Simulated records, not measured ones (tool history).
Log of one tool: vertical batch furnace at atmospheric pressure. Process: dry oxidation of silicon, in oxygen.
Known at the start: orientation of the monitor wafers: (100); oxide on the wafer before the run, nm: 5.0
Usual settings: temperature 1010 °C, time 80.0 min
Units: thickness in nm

| run | hour | temperature | time | wafers since the last listed run | hours since the last temperature calibration | hours since the boat lift was adjusted | hours since the gauge calibration | read-back reference wafer on the same gauge, thickness | thickness |
|---|---|---|---|---|---|---|---|---|---|
| 1 | 0.0 | 1010 | 80.0 | 0 | 4077.9 | 4908.3 | 206.6 | 56.27 | 65.08 |
| 2 | 56.0 | 1010 | 80.0 | 831 | 4133.9 | 4964.3 | 262.6 | 56.31 | 64.68 |
| 3 | 116.5 | 1002 | 80.0 | 898 | 4194.4 | 5024.8 | 323.1 | 56.23 | 59.98 |
|  | 138.6 | gauge calibrated |
| 4 | 146.7 | 1010 | 80.0 | 448 | 4224.6 | 5055.0 | 8.1 | 56.22 | 65.03 |
| 5 | 195.3 | 1010 | 80.0 | 721 | 4273.2 | 5103.6 | 56.7 | 56.21 | 64.89 |
|  | 282.5 | boat lift adjusted |
| 6 | 283.0 | 1010 | 80.0 | 945 | 4360.9 | 0.5 | 144.4 | 56.14 | 64.90 |
|  | 316.5 | thermocouples replaced and temperature profile calibrated |
| 7 | 317.0 | 1000 | 80.0 | 148 | 0.5 | 34.5 | 178.4 | 56.18 | 58.57 |
| 8 | 358.8 | 1028 | 110.0 | 620 | 42.3 | 76.3 | 220.2 | 56.06 | 94.05 |
| 9 | 390.7 | 1010 | 80.0 | 473 | 74.2 | 108.2 | 252.1 | 56.10 | 65.18 |
| 10 | 461.9 | 997 | 43.0 | 1056 | 145.4 | 179.4 | 323.3 | 56.24 | 39.02 |
|  | 469.5 | gauge calibrated |
| 11 | 506.2 | 1033 | 97.5 | 657 | 189.7 | 223.7 | 36.7 | 56.23 | 90.56 |
| 12 | 552.1 | 1027 | 44.0 | 681 | 235.6 | 269.6 | 82.6 | 56.26 | 51.53 |
| 13 | 606.3 | 1026 | 62.5 | 804 | 289.8 | 323.8 | 136.8 | 56.20 | 63.76 |
| 14 | 673.7 | 1010 | 80.0 | 1000 | 357.2 | 391.2 | 204.2 | 56.21 | 65.15 |

Hidden state at the last listed run before each entry between runs and at the first one after, where it differs:
Between runs 3 and 4: gauge calibrated (hour 138.6)
  no hidden state differs between the two runs
Between runs 5 and 6: boat lift adjusted (hour 282.5)
  no hidden state differs between the two runs
Between runs 6 and 7: thermocouples replaced and temperature profile calibrated (hour 316.5)
  no hidden state differs between the two runs
Between runs 10 and 11: gauge calibrated (hour 469.5)
  no hidden state differs between the two runs
